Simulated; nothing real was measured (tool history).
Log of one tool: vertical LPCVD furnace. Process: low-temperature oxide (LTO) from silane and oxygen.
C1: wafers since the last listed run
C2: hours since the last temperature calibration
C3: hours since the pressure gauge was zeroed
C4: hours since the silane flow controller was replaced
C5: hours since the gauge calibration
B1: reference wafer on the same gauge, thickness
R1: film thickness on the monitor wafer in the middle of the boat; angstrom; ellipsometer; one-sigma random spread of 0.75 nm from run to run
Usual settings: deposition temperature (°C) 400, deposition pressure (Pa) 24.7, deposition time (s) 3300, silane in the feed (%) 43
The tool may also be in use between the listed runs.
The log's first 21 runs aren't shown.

run 22 day=11.904 | deposition_temperature_(°C)=391 deposition_pressure_(Pa)=30.0 deposition_time_(s)=2580 silane_in_the_feed_(%)=47 | C1=201 C2=177.1 C3=158.0 C4=87.0 C5=218.4 | B1=378.18 | R1=4248.8
run 23 day=12.579 | deposition_temperature_(°C)=403 deposition_pressure_(Pa)=30.0 deposition_time_(s)=4410 silane_in_the_feed_(%)=50 | C1=254 C2=193.3 C3=174.2 C4=103.2 C5=234.6 | B1=377.94 | R1=8783.6
run 24 day=13.258 | deposition_temperature_(°C)=407 deposition_pressure_(Pa)=24.7 deposition_time_(s)=3300 silane_in_the_feed_(%)=37 | C1=256 C2=209.6 C3=190.5 C4=119.5 C5=250.9 | B1=378.05 | R1=3965.9
-- day=14.283 silane flow controller replaced, repeated, since the last time left the tool worse
run 25 day=14.304 | deposition_temperature_(°C)=400 deposition_pressure_(Pa)=24.7 deposition_time_(s)=3300 silane_in_the_feed_(%)=43 | C1=17 C2=234.7 C3=215.6 C4=0.5 C5=276.0 | B1=378.01 | R1=4697.3
run 26 day=14.475 | deposition_temperature_(°C)=400 deposition_pressure_(Pa)=24.7 deposition_time_(s)=3300 silane_in_the_feed_(%)=43 | C1=64 C2=238.8 C3=219.7 C4=4.6 C5=280.1 | B1=378.00 | R1=4698.3
run 27 day=14.725 | deposition_temperature_(°C)=395 deposition_pressure_(Pa)=24.7 deposition_time_(s)=3300 silane_in_the_feed_(%)=46 | C1=94 C2=244.8 C3=225.7 C4=10.6 C5=286.1 | B1=378.27 | R1=4796.9
run 28 day=15.000 | deposition_temperature_(°C)=400 deposition_pressure_(Pa)=23.3 deposition_time_(s)=3300 silane_in_the_feed_(%)=43 | C1=103 C2=251.4 C3=232.3 C4=17.2 C5=292.7 | B1=378.02 | R1=4454.5
run 29 day=15.517 | deposition_temperature_(°C)=400 deposition_pressure_(Pa)=24.7 deposition_time_(s)=3300 silane_in_the_feed_(%)=43 | C1=194 C2=263.8 C3=244.7 C4=29.6 C5=305.1 | B1=377.79 | R1=4703.0

What will run 30 give?
run 30 day=16.112 | deposition_temperature_(°C)=400 deposition_pressure_(Pa)=24.7 deposition_time_(s)=3300 silane_in_the_feed_(%)=43 | C1=224 C2=278.1 C3=259.0 C4=43.9 C5=319.4 | B1=? | R1=?

Run 30 produced B1 378.30, R1 4706.8 angstrom.
Had the tool carried no hidden state, the very same run would have given R1 4698.8 angstrom.

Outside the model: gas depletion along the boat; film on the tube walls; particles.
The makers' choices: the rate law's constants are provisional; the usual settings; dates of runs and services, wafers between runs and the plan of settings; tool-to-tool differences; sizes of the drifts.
